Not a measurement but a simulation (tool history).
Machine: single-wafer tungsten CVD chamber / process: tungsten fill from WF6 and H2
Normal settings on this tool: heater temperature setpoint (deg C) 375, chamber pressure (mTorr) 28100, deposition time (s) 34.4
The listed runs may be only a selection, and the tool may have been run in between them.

run,day,heater temperature setpoint (deg C),chamber pressure (mTorr),deposition time (s),"read-back reference wafer on the same gauge, thickness_nm",mean film thickness on the monitor wafer (angstrom)
1,0,372,28100,34.4,60.584,539.46
2,2.938,375,28100,34.4,60.645,569.52
3,5.538,375,28100,34.4,60.608,568.36
4,7.246,375,28100,34.4,60.631,567.61
5,9.492,375,31800,34.4,60.58,604.92
6,10.888,375,31800,34.4,60.633,604.96
7,13.446,375,29700,35.8,60.53,609.78
8,14.667,375,29700,35.8,60.572,611.11
# day 15.667: capacitance manometer re-zeroed and calibrated
9,17.55,375,29700,35.8,60.596,610.41
10,18.942,381,31500,30.5,60.589,595.04
11,20.225,370,23400,29.8,60.594,413.02
12,22.108,375,25800,34.4,60.621,545.32
13,24.925,363,28100,34.4,60.603,455.57
14,27.525,375,31900,29.5,60.602,520.65
# day 28.071: showerhead replaced
15,29.5,375,28100,34.4,60.618,570.57
16,32.288,390,32000,34.4,60.629,788.63
17,34.321,375,28100,34.4,60.592,567.78
18,37.117,381,32500,34.4,60.552,679.4
19,39.638,375,28100,28.1,60.576,465.1
20,42.05,375,28100,34.4,60.663,573.17
21,44.121,375,28100,34.4,60.602,567.26
22,46.933,367,25700,28.3,60.586,387.56
23,48.642,375,28100,34.4,60.598,570.74
24,50.083,369,25800,29.1,60.627,412.99
25,57.608,385,22600,36.7,60.655,654.24
26,59.396,375,28100,31.3,60.545,516.09
27,61.288,375,28100,28,60.631,465.14
28,63.362,375,28100,34.4,60.57,567.35
29,65.608,381,28100,30.7,60.611,564.64
30,68,380,26300,39.1,60.635,687.79
31,69.188,369,28100,29.9,60.57,442.56
32,70.738,375,28100,34.4,60.635,568.52
33,72.946,367,34500,34.4,60.598,540.51
34,75.612,375,28100,34.4,60.634,573.91

What the log doesn't show, run by run:
wafer temperature above the value expected at the setpoint (K): 0 at every run
true pressure above the setpoint (%): 0 at every run
gauge reads high (%): 0 at every run

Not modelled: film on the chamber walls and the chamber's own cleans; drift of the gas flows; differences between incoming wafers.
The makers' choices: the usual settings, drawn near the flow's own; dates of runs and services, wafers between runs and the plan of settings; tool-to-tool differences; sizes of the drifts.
